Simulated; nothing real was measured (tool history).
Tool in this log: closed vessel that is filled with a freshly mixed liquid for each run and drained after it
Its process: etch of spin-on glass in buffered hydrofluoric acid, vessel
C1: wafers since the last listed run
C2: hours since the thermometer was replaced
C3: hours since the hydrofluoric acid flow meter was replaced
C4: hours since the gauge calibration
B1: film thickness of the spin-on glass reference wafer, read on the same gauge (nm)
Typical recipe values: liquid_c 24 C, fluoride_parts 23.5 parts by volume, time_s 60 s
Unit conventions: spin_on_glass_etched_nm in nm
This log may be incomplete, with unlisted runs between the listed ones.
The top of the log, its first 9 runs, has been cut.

run 10 hour=864.1 | liquid_c=24 fluoride_parts=23.5 time_s=60 | C1=8143 C2=708.5 C3=357.3 C4=4479.3 | B1=120 | spin_on_glass_etched_nm=167.16
-- hour=894.4 gauge calibrated
run 11 hour=916.2 | liquid_c=21 fluoride_parts=23.5 time_s=30 | C1=4131 C2=760.6 C3=409.4 C4=21.8 | B1=120.01 | spin_on_glass_etched_nm=70.38
run 12 hour=981.6 | liquid_c=26.5 fluoride_parts=17 time_s=60 | C1=5185 C2=826 C3=474.8 C4=87.2 | B1=119.99 | spin_on_glass_etched_nm=249.88
run 13 hour=1042.2 | liquid_c=24 fluoride_parts=23.5 time_s=75 | C1=4805 C2=886.6 C3=535.4 C4=147.8 | B1=119.98 | spin_on_glass_etched_nm=210.52
run 14 hour=1130 | liquid_c=28.5 fluoride_parts=27 time_s=60 | C1=6961 C2=974.4 C3=623.2 C4=235.6 | B1=120 | spin_on_glass_etched_nm=193.77
run 15 hour=1201 | liquid_c=24 fluoride_parts=23.5 time_s=60 | C1=5629 C2=1045.4 C3=694.2 C4=306.6 | B1=120.02 | spin_on_glass_etched_nm=167.21
run 16 hour=1268.7 | liquid_c=24 fluoride_parts=30 time_s=60 | C1=5367 C2=1113.1 C3=761.9 C4=374.3 | B1=120.01 | spin_on_glass_etched_nm=140.49
-- hour=1290.9 hydrofluoric acid flow meter replaced
run 17 hour=1344.6 | liquid_c=21.5 fluoride_parts=15.5 time_s=60 | C1=5938 C2=1189 C3=53.7 C4=450.2 | B1=120 | spin_on_glass_etched_nm=207.46
run 18 hour=1414.4 | liquid_c=24 fluoride_parts=23.5 time_s=60 | C1=5534 C2=1258.8 C3=123.5 C4=520 | B1=119.97 | spin_on_glass_etched_nm=164.2
run 19 hour=1559.9 | liquid_c=28 fluoride_parts=30 time_s=40 | C1=11536 C2=1404.3 C3=269 C4=665.5 | B1=119.99 | spin_on_glass_etched_nm=114.68
run 20 hour=1728.1 | liquid_c=26.5 fluoride_parts=30 time_s=60 | C1=13336 C2=1572.5 C3=437.2 C4=833.7 | B1=119.99 | spin_on_glass_etched_nm=159.6
run 21 hour=1775.7 | liquid_c=28.5 fluoride_parts=29.5 time_s=60 | C1=3774 C2=1620.1 C3=484.8 C4=881.3 | B1=119.98 | spin_on_glass_etched_nm=179.03
run 22 hour=1870 | liquid_c=26 fluoride_parts=23.5 time_s=40 | C1=7477 C2=1714.4 C3=579.1 C4=975.6 | B1=120 | spin_on_glass_etched_nm=122.3
-- hour=1894.5 thermometer replaced
run 23 hour=1957.7 | liquid_c=22 fluoride_parts=23.5 time_s=60 | C1=6874 C2=63.2 C3=666.8 C4=1063.3 | B1=120.01 | spin_on_glass_etched_nm=150.49
run 24 hour=2032 | liquid_c=19.5 fluoride_parts=26 time_s=95 | C1=5891 C2=137.5 C3=741.1 C4=1137.6 | B1=119.99 | spin_on_glass_etched_nm=193.67
run 25 hour=2071.1 | liquid_c=24 fluoride_parts=23.5 time_s=60 | C1=3100 C2=176.6 C3=780.2 C4=1176.7 | B1=120.01 | spin_on_glass_etched_nm=169.5
run 26 hour=2166.3 | liquid_c=24 fluoride_parts=23.5 time_s=60 | C1=7548 C2=271.8 C3=875.4 C4=1271.9 | B1=120.01 | spin_on_glass_etched_nm=170.43
-- hour=2196.2 hydrofluoric acid flow meter replaced
run 27 hour=2211.7 | liquid_c=20.5 fluoride_parts=23.5 time_s=80 | C1=3520 C2=317.2 C3=15.5 C4=1317.3 | B1=119.99 | spin_on_glass_etched_nm=182.58
run 28 hour=2305.4 | liquid_c=28.5 fluoride_parts=17 time_s=45 | C1=7429 C2=410.9 C3=109.2 C4=1411 | B1=120.01 | spin_on_glass_etched_nm=211.15
run 29 hour=2396 | liquid_c=24 fluoride_parts=23.5 time_s=35 | C1=7183 C2=501.5 C3=199.8 C4=1501.6 | B1=119.99 | spin_on_glass_etched_nm=97.96
run 30 hour=2497.3 | liquid_c=25.5 fluoride_parts=18.5 time_s=45 | C1=8032 C2=602.8 C3=301.1 C4=1602.9 | B1=120.01 | spin_on_glass_etched_nm=163.27
run 31 hour=2569.5 | liquid_c=19.5 fluoride_parts=23.5 time_s=75 | C1=5724 C2=675 C3=373.3 C4=1675.1 | B1=120.01 | spin_on_glass_etched_nm=161.81
run 32 hour=2667.2 | liquid_c=26 fluoride_parts=30 time_s=85 | C1=7746 C2=772.7 C3=471 C4=1772.8 | B1=120 | spin_on_glass_etched_nm=222.42
run 33 hour=2758.9 | liquid_c=24 fluoride_parts=17.5 time_s=90 | C1=7270 C2=864.4 C3=562.7 C4=1864.5 | B1=119.99 | spin_on_glass_etched_nm=316.47

Branching from run 33: 4 alternative next runs. What would each branch give?
run A hour=2759.6 | liquid_c=24 fluoride_parts=23.5 time_s=60 | C1=55 C2=865.1 C3=563.4 C4=1865.2 | B1=? | spin_on_glass_etched_nm=?
run B hour=2759.6 | liquid_c=24 fluoride_parts=18.5 time_s=30 | C1=55 C2=865.1 C3=563.4 C4=1865.2 | B1=? | spin_on_glass_etched_nm=?
run C hour=2759.6 | liquid_c=26.5 fluoride_parts=17.5 time_s=70 | C1=55 C2=865.1 C3=563.4 C4=1865.2 | B1=? | spin_on_glass_etched_nm=?
run D hour=2759.6 | liquid_c=24 fluoride_parts=26.5 time_s=85 | C1=55 C2=865.1 C3=563.4 C4=1865.2 | B1=? | spin_on_glass_etched_nm=?

run=A B1=119.99 spin_on_glass_etched_nm=168.76
run=B B1=119.99 spin_on_glass_etched_nm=101.82
run=C B1=119.99 spin_on_glass_etched_nm=287.5
run=D B1=119.99 spin_on_glass_etched_nm=220.08
Had the tool no hidden state, the same runs would have come out as:
run=A spin_on_glass_etched_nm=172.03
run=B spin_on_glass_etched_nm=103.79
run=C spin_on_glass_etched_nm=292.97
run=D spin_on_glass_etched_nm=224.36
